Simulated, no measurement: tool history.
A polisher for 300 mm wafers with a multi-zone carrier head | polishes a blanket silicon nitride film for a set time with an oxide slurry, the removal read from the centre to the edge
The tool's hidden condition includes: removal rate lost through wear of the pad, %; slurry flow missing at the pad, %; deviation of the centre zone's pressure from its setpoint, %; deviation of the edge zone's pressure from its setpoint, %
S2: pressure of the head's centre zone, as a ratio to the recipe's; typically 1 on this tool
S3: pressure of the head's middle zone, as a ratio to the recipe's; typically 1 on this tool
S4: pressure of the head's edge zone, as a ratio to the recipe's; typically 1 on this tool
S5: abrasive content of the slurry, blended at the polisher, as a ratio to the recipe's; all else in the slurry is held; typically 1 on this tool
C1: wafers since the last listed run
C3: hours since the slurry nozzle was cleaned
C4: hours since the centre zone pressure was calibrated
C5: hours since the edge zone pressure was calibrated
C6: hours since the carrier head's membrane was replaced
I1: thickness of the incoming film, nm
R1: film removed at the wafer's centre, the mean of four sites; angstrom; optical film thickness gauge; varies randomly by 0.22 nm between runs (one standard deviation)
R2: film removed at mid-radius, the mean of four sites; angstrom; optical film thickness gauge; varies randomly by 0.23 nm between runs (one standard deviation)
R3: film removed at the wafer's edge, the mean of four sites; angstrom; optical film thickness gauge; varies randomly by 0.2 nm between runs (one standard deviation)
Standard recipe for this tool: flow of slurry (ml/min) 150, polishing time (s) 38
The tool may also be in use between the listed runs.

Run 1, hour 0: usual settings; C1 0; wafers polished on this pad 132; C3 218.7; C4 477; C5 103; C6 1420.4; I1 279. Result: R1 191 angstrom, R2 187 angstrom, R3 193 angstrom.
Run 2, hour 44.9: usual settings; C1 514; wafers polished on this pad 646; C3 263.6; C4 521.9; C5 147.9; C6 1465.3; I1 279.3. Result: R1 190 angstrom, R2 191 angstrom, R3 195 angstrom.
Run 3, hour 88.5: usual settings but S4 1.1; C1 499; wafers polished on this pad 1145; C3 307.2; C4 565.5; C5 191.5; C6 1508.9; I1 276.1. Result: R1 183 angstrom, R2 185 angstrom, R3 198 angstrom.
Run 4, hour 144.4: usual settings; C1 640; wafers polished on this pad 1786; C3 363.1; C4 621.4; C5 247.4; C6 1564.8; I1 281.8. Result: R1 183 angstrom, R2 188 angstrom, R3 192 angstrom.
At hour 177.6: worn pad replaced by a new one.
Run 5, hour 192.5: usual settings; C1 505; wafers polished on this pad 170; C3 411.2; C4 669.5; C5 295.5; C6 1612.9; I1 283.8. Result: R1 182 angstrom, R2 184 angstrom, R3 190 angstrom.
Run 6, hour 222: usual settings; C1 337; wafers polished on this pad 508; C3 440.7; C4 699; C5 325; C6 1642.4; I1 282.4. Result: R1 184 angstrom, R2 186 angstrom, R3 191 angstrom.
Run 7, hour 248.4: usual settings; C1 302; wafers polished on this pad 810; C3 467.1; C4 725.4; C5 351.4; C6 1668.8; I1 282.8. Result: R1 186 angstrom, R2 183 angstrom, R3 187 angstrom.
Run 8, hour 284.7: usual settings; C1 415; wafers polished on this pad 1226; C3 503.4; C4 761.7; C5 387.7; C6 1705.1; I1 279.3. Result: R1 186 angstrom, R2 181 angstrom, R3 186 angstrom.
Run 9, hour 316.7: usual settings; C1 366; wafers polished on this pad 1592; C3 535.4; C4 793.7; C5 419.7; C6 1737.1; I1 275.5. Result: R1 178 angstrom, R2 181 angstrom, R3 185 angstrom.
At hour 357.1: worn pad replaced by a new one.
Run 10, hour 381.3: usual settings; C1 694; wafers polished on this pad 276; C3 600; C4 858.3; C5 484.3; C6 1801.7; I1 281.6. Result: R1 176 angstrom, R2 178 angstrom, R3 186 angstrom.
At hour 384.4: centre zone pressure recalibrated.
Run 11, hour 424.7: usual settings; C1 474; wafers polished on this pad 751; C3 643.4; C4 40.3; C5 527.7; C6 1845.1; I1 281.5. Result: R1 171 angstrom, R2 180 angstrom, R3 182 angstrom.
At hour 454.6: slurry nozzle cleaned.
Run 12, hour 457: usual settings but S4 0.93; C1 358; wafers polished on this pad 1109; C3 2.4; C4 72.6; C5 560; C6 1877.4; I1 277.2. Result: R1 187 angstrom, R2 189 angstrom, R3 186 angstrom.
Run 13, hour 518.7: usual settings; C1 706; wafers polished on this pad 1816; C3 64.1; C4 134.3; C5 621.7; C6 1939.1; I1 275.7. Result: R1 186 angstrom, R2 189 angstrom, R3 189 angstrom.
At hour 524.9: worn pad replaced by a new one.
At hour 530.1: edge zone pressure recalibrated.
Run 14, hour 583.1: usual settings but S4 1.1; C1 668; wafers polished on this pad 644; C3 128.5; C4 198.7; C5 53; C6 2003.5; I1 282. Result: R1 186 angstrom, R2 184 angstrom, R3 202 angstrom.
At hour 611.9: carrier head's membrane replaced by a new one.
Run 15, hour 619.8: usual settings; C1 363; wafers polished on this pad 1007; C3 165.2; C4 235.4; C5 89.7; C6 7.9; I1 282.2. Result: R1 187 angstrom, R2 190 angstrom, R3 193 angstrom.
Run 16, hour 664.1: usual settings but S4 1.09; C1 507; wafers polished on this pad 1514; C3 209.5; C4 279.7; C5 134; C6 52.2; I1 275.8. Result: R1 186 angstrom, R2 189 angstrom, R3 196 angstrom.
At hour 721: worn pad replaced by a new one.
Run 17, hour 721.5: usual settings but flow of slurry (ml/min) 165, S2 1.04, S3 0.95; C1 611; wafers polished on this pad 5; C3 266.9; C4 337.1; C5 191.4; C6 109.6; I1 276.9. Result: R1 200 angstrom, R2 182 angstrom, R3 197 angstrom.
Run 18, hour 748.8: usual settings but flow of slurry (ml/min) 180, S5 1.3, polishing time (s) 45; C1 312; wafers polished on this pad 317; C3 294.2; C4 364.4; C5 218.7; C6 136.9; I1 281.6. Result: R1 258 angstrom, R2 261 angstrom, R3 258 angstrom.
Run 19, hour 777.6: usual settings but S4 1.12, polishing time (s) 30; C1 329; wafers polished on this pad 647; C3 323; C4 393.2; C5 247.5; C6 165.7; I1 276.7. Result: R1 141 angstrom, R2 146 angstrom, R3 158 angstrom.
Run 20, hour 837: usual settings but flow of slurry (ml/min) 135, polishing time (s) 45; C1 680; wafers polished on this pad 1328; C3 382.4; C4 452.6; C5 306.9; C6 225.1; I1 276.6. Result: R1 210 angstrom, R2 214 angstrom, R3 218 angstrom.
At hour 884.7: worn pad replaced by a new one.
Run 21, hour 900.8: usual settings; C1 685; wafers polished on this pad 184; C3 446.2; C4 516.4; C5 370.7; C6 288.9; I1 281. Result: R1 180 angstrom, R2 180 angstrom, R3 193 angstrom.
Run 22, hour 947.7: usual settings but flow of slurry (ml/min) 180, S2 0.92; C1 537; wafers polished on this pad 721; C3 493.1; C4 563.3; C5 417.6; C6 335.8; I1 280. Result: R1 171 angstrom, R2 186 angstrom, R3 192 angstrom.

4 options for the next run, each taken on its own from the tool as it stands now. Forecast them:
Run A, hour 948.1: usual settings; C1 4; wafers polished on this pad 726; C3 493.5; C4 563.7; C5 418; C6 336.2; I1 279.8. Result: R1 ?, R2 ?, R3 ?.
Run B, hour 948.1: usual settings but flow of slurry (ml/min) 195, S4 1.04, polishing time (s) 32; C1 4; wafers polished on this pad 726; C3 493.5; C4 563.7; C5 418; C6 336.2; I1 279.8. Result: R1 ?, R2 ?, R3 ?.
Run C, hour 948.1: usual settings but S3 1.03, S4 0.94; C1 4; wafers polished on this pad 726; C3 493.5; C4 563.7; C5 418; C6 336.2; I1 279.8. Result: R1 ?, R2 ?, R3 ?.
Run D, hour 948.1: usual settings but S4 0.96; C1 4; wafers polished on this pad 726; C3 493.5; C4 563.7; C5 418; C6 336.2; I1 279.8. Result: R1 ?, R2 ?, R3 ?.

run   R1   R2   R3
  A  183  183  185
  B  165  163  166
  C  183  187  180
  D  183  183  182
Had the tool no hidden state, the same runs would have come out as:
run   R1   R2   R3
  A  194  192  192
  B  172  169  170
  C  194  196  186
  D  194  192  188

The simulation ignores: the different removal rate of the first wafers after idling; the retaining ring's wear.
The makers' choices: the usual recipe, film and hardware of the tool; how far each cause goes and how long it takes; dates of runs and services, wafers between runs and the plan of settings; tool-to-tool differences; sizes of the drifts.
